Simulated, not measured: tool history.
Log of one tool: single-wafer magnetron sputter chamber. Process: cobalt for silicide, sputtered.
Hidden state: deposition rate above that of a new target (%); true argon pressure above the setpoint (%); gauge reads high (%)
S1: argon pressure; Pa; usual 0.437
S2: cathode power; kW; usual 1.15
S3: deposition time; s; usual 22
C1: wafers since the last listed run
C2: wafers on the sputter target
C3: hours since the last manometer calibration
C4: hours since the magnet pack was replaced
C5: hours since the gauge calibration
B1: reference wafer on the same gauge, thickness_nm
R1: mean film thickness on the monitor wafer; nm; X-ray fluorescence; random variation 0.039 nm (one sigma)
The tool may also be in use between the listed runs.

run,day,S1,S2,S3,C1,C2,C3,C4,C5,B1,R1
1,0,0.437,1.15,22,0,847,516.6,2981.2,1965.7,13.919,11.75
2,3.433,0.437,1.15,22,1115,1962,599,3063.6,2048.1,13.901,11.686
3,5.875,0.437,1.15,22,793,2756,657.6,3122.2,2106.7,13.891,11.699
4,8.217,0.437,1.15,22,760,3517,713.8,3178.4,2162.9,13.901,11.74
5,11.175,0.437,1.15,19.1,961,4478,784.8,3249.4,2233.9,13.887,10.151
6,15.225,0.437,1.15,19.1,1316,5794,882,3346.6,2331.1,13.904,10.065
7,16.967,0.437,1.15,21.1,565,6360,923.8,3388.4,2372.9,13.891,11.097
# day 20.417: sputter target and shields replaced
8,20.646,0.437,1.15,22,1087,74,1012.1,3476.7,2461.2,13.911,11.711
9,23.242,0.437,1.15,22,843,918,1074.4,3539,2523.5,13.912,11.646
10,25.6,0.437,1.15,22,766,1684,1131,3595.6,2580.1,13.9,11.73
# day 31.008: gauge calibrated
11,33.262,0.437,1.15,22,2489,4174,1314.9,3779.5,54.1,13.912,11.532
12,35.192,0.437,1.15,22,626,4801,1361.2,3825.8,100.4,13.903,11.485
# day 40.671: sputter target and shields replaced
13,43.433,0.437,1.15,22,2569,897,1559,4023.6,298.2,13.914,11.637
14,47.783,0.355,1.25,22,1413,2311,1663.4,4128,402.6,13.91,12.848
15,49.604,0.376,1.15,22,591,2903,1707.1,4171.7,446.3,13.913,11.828
16,53.45,0.376,1.15,22,1249,4152,1799.4,4264,538.6,13.909,11.691
17,54.95,0.362,1.15,24.1,487,4640,1835.4,4300,574.6,13.891,13.013
# day 57.912: capacitance manometer re-zeroed and calibrated
18,58.029,0.437,1.15,18.2,892,5532,2.8,4373.9,648.5,13.914,9.643
19,59.671,0.437,1.15,22,533,6065,42.2,4413.3,687.9,13.892,11.628
# day 65.646: sputter target and shields replaced
20,66.15,0.437,1.15,18.5,1997,163,197.7,4568.8,843.4,13.892,9.894
21,67.938,0.289,1.1,22,580,744,240.6,4611.7,886.3,13.916,11.775
22,71.95,0.437,1.15,22,1303,2048,336.9,4708,982.6,13.906,11.76
23,74.612,0.437,1,22,865,2913,400.8,4771.9,1046.5,13.899,10.25
24,76.471,0.437,1.15,22,603,3517,445.4,4816.5,1091.1,13.905,11.678
25,80.125,0.437,1.25,18.4,1187,4704,533.1,4904.2,1178.8,13.903,10.547
# day 82.271: magnet pack replaced
26,83.317,0.437,1.15,22,928,5633,609.7,25.1,1255.4,13.89,11.635
27,86.246,0.437,1.1,22,951,6585,680,95.4,1325.7,13.916,11.077
28,88.708,0.437,1.15,22,800,7385,739.1,154.5,1384.8,13.887,11.561
# day 89.783: sputter target and shields replaced
29,91.725,0.489,1.4,25.5,871,630,811.5,226.9,1457.2,13.908,16.206
30,95.188,0.293,1.15,22,1125,1755,894.6,310,1540.3,13.913,12.188
31,99.429,0.565,1.25,22,1378,3133,996.4,411.8,1642.1,13.887,12.119
32,102.933,0.559,1.3,22,1138,4272,1080.5,495.9,1726.2,13.922,12.68
33,105.638,0.437,1.15,22,878,5151,1145.4,560.8,1791.1,13.901,11.595
34,108.383,0.437,1.15,22,892,6043,1211.3,626.7,1857,13.905,11.568
# day 110.217: sputter target and shields replaced
35,112.242,0.5,0.9,25.8,1145,658,1303.9,719.3,1949.6,13.905,10.625

3 ways to go on from here, each from the tool as it stands after run 35. What would each give?
A,112.258,0.437,1.15,22,5,664,1304.3,719.7,1950,?,?
B,112.258,0.304,1.35,23.4,5,664,1304.3,719.7,1950,?,?
C,112.258,0.437,1.35,25.6,5,664,1304.3,719.7,1950,?,?

run,B1,R1
A,13.898,11.667
B,13.898,15.115
C,13.898,15.852
Without the tool's hidden state the same runs would have given:
run,R1
A,11.831
B,15.28
C,16.075
